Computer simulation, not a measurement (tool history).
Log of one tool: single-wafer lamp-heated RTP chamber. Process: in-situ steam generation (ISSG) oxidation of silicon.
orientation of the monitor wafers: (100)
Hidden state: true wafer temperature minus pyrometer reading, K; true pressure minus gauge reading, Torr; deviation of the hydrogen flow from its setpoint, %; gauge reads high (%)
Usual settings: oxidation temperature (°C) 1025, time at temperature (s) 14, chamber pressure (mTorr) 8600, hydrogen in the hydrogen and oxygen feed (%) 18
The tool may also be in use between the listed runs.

| run | hour | oxidation temperature (°C) | time at temperature (s) | chamber pressure (mTorr) | hydrogen in the hydrogen and oxygen feed (%) | wafers since the last listed run | wafers since the last pyrometer calibration | hours since the pressure gauge was zeroed | hours since the hydrogen flow controller was replaced | hours since the gauge calibration | read-back reference wafer on the same gauge, thickness | oxide thickness on the monitor wafer (angstrom) |
|---|---|---|---|---|---|---|---|---|---|---|---|---|
| 1 | 0 | 1025 | 14 | 8600 | 18 | 0 | 1629 | 1757.7 | 3177.2 | 1549.6 | 5.059 | 51.5 |
| 2 | 105.6 | 1025 | 14 | 7500 | 21 | 1164 | 2794 | 1863.3 | 3282.8 | 1655.2 | 5.062 | 53.79 |
|  | 195.2 | pressure gauge zeroed |
| 3 | 417.4 | 1025 | 14 | 8600 | 18 | 3350 | 6144 | 222.2 | 3594.6 | 1967 | 5.06 | 52.94 |
| 4 | 486.1 | 1025 | 14 | 8600 | 18 | 757 | 6902 | 290.9 | 3663.3 | 2035.7 | 5.058 | 52.94 |
| 5 | 581.7 | 1025 | 14 | 7500 | 18 | 1054 | 7957 | 386.5 | 3758.9 | 2131.3 | 5.054 | 53.2 |
| 6 | 647.5 | 1037 | 14 | 8600 | 18 | 725 | 8682 | 452.3 | 3824.7 | 2197.1 | 5.059 | 56.84 |
| 7 | 701.7 | 1037 | 14 | 8600 | 18 | 597 | 9280 | 506.5 | 3878.9 | 2251.3 | 5.061 | 57.37 |
| 8 | 754.4 | 1037 | 14 | 8600 | 18 | 581 | 9861 | 559.2 | 3931.6 | 2304 | 5.061 | 56.82 |
|  | 792.8 | pyrometer window cleaned and pyrometer calibrated |
| 9 | 911.5 | 1025 | 18 | 8600 | 12 | 1644 | 1309 | 716.3 | 4088.7 | 2461.1 | 5.058 | 52.84 |
| 10 | 986.6 | 1014 | 9 | 8600 | 11 | 828 | 2137 | 791.4 | 4163.8 | 2536.2 | 5.059 | 35.53 |
| 11 | 1040 | 1025 | 14 | 8600 | 18 | 588 | 2726 | 844.8 | 4217.2 | 2589.6 | 5.061 | 51.6 |
| 12 | 1173.6 | 1025 | 14 | 8600 | 18 | 1473 | 4200 | 978.4 | 4350.8 | 2723.2 | 5.061 | 51.67 |
| 13 | 1275.2 | 1025 | 14 | 7300 | 18 | 1120 | 5320 | 1080 | 4452.4 | 2824.8 | 5.063 | 51.79 |
| 14 | 1337.6 | 1025 | 17 | 7100 | 11 | 688 | 6009 | 1142.4 | 4514.8 | 2887.2 | 5.064 | 51 |
| 15 | 1444.5 | 1032 | 16 | 9700 | 11 | 1179 | 7188 | 1249.3 | 4621.7 | 2994.1 | 5.058 | 51.49 |
|  | 1536.5 | pyrometer window cleaned and pyrometer calibrated |
| 16 | 1537 | 1012 | 14 | 8600 | 11 | 932 | 5 | 1341.8 | 4714.2 | 3086.6 | 5.059 | 43.1 |
| 17 | 1614 | 1025 | 14 | 9900 | 18 | 849 | 854 | 1418.8 | 4791.2 | 3163.6 | 5.062 | 50.11 |
| 18 | 1705.7 | 1025 | 9 | 8600 | 14 | 1011 | 1866 | 1510.5 | 4882.9 | 3255.3 | 5.058 | 39.45 |
|  | 1737.8 | pressure gauge zeroed |
|  | 1786.1 | hydrogen flow controller replaced |
|  | 1793.1 | gauge calibrated |
| 19 | 1888.2 | 1025 | 14 | 8600 | 18 | 1836 | 3702 | 150.4 | 102.1 | 95.1 | 5.064 | 51.83 |
| 20 | 1970.7 | 1025 | 19 | 8600 | 27 | 909 | 4612 | 232.9 | 184.6 | 177.6 | 5.061 | 66.59 |
| 21 | 2032.3 | 1034 | 10 | 8600 | 18 | 679 | 5292 | 294.5 | 246.2 | 239.2 | 5.06 | 45.82 |
| 22 | 2124.9 | 1016 | 14 | 8600 | 11 | 1021 | 6313 | 387.1 | 338.8 | 331.8 | 5.058 | 45.3 |
| 23 | 2342.9 | 1025 | 14 | 9000 | 24 | 2404 | 8717 | 605.1 | 556.8 | 549.8 | 5.063 | 56.83 |
| 24 | 2384.4 | 1033 | 17 | 8600 | 11 | 457 | 9175 | 646.6 | 598.3 | 591.3 | 5.06 | 55.08 |
| 25 | 2437.2 | 1025 | 11 | 8600 | 13 | 582 | 9757 | 699.4 | 651.1 | 644.1 | 5.059 | 44.2 |
|  | 2506 | pyrometer window cleaned and pyrometer calibrated |
| 26 | 2506.5 | 1025 | 14 | 8600 | 18 | 676 | 5 | 768.7 | 720.4 | 713.4 | 5.061 | 50.94 |
| 27 | 2595.6 | 1009 | 12 | 7700 | 11 | 982 | 988 | 857.8 | 809.5 | 802.5 | 5.059 | 39.75 |
| 28 | 2682.8 | 1025 | 14 | 8600 | 18 | 961 | 1950 | 945 | 896.7 | 889.7 | 5.059 | 51.05 |
| 29 | 2760.9 | 1044 | 11 | 8600 | 18 | 861 | 2811 | 1023.1 | 974.8 | 967.8 | 5.061 | 50.08 |
| 30 | 3057 | 1018 | 14 | 9800 | 23 | 3265 | 6077 | 1319.2 | 1270.9 | 1263.9 | 5.058 | 52.85 |

Forecast each of these 5 alternatives for the next run:
| A | 3057.4 | 1025 | 14 | 9400 | 18 | 4 | 6081 | 1319.6 | 1271.3 | 1264.3 | ? | ? |
| B | 3057.4 | 1038 | 14 | 8100 | 18 | 4 | 6081 | 1319.6 | 1271.3 | 1264.3 | ? | ? |
| C | 3057.4 | 1041 | 20 | 9900 | 18 | 4 | 6081 | 1319.6 | 1271.3 | 1264.3 | ? | ? |
| D | 3057.4 | 1025 | 14 | 7600 | 27 | 4 | 6081 | 1319.6 | 1271.3 | 1264.3 | ? | ? |
| E | 3057.4 | 1025 | 14 | 9500 | 18 | 4 | 6081 | 1319.6 | 1271.3 | 1264.3 | ? | ? |

| run | read-back reference wafer on the same gauge, thickness | oxide thickness on the monitor wafer (angstrom) |
|---|---|---|
| A | 5.062 | 51.64 |
| B | 5.062 | 55.42 |
| C | 5.062 | 66.25 |
| D | 5.062 | 57.91 |
| E | 5.062 | 51.56 |
Without the tool's hidden state the same runs would have given:
| run | oxide thickness on the monitor wafer (angstrom) |
|---|---|
| A | 50.68 |
| B | 54.31 |
| C | 64.78 |
| D | 56.84 |
| E | 50.61 |
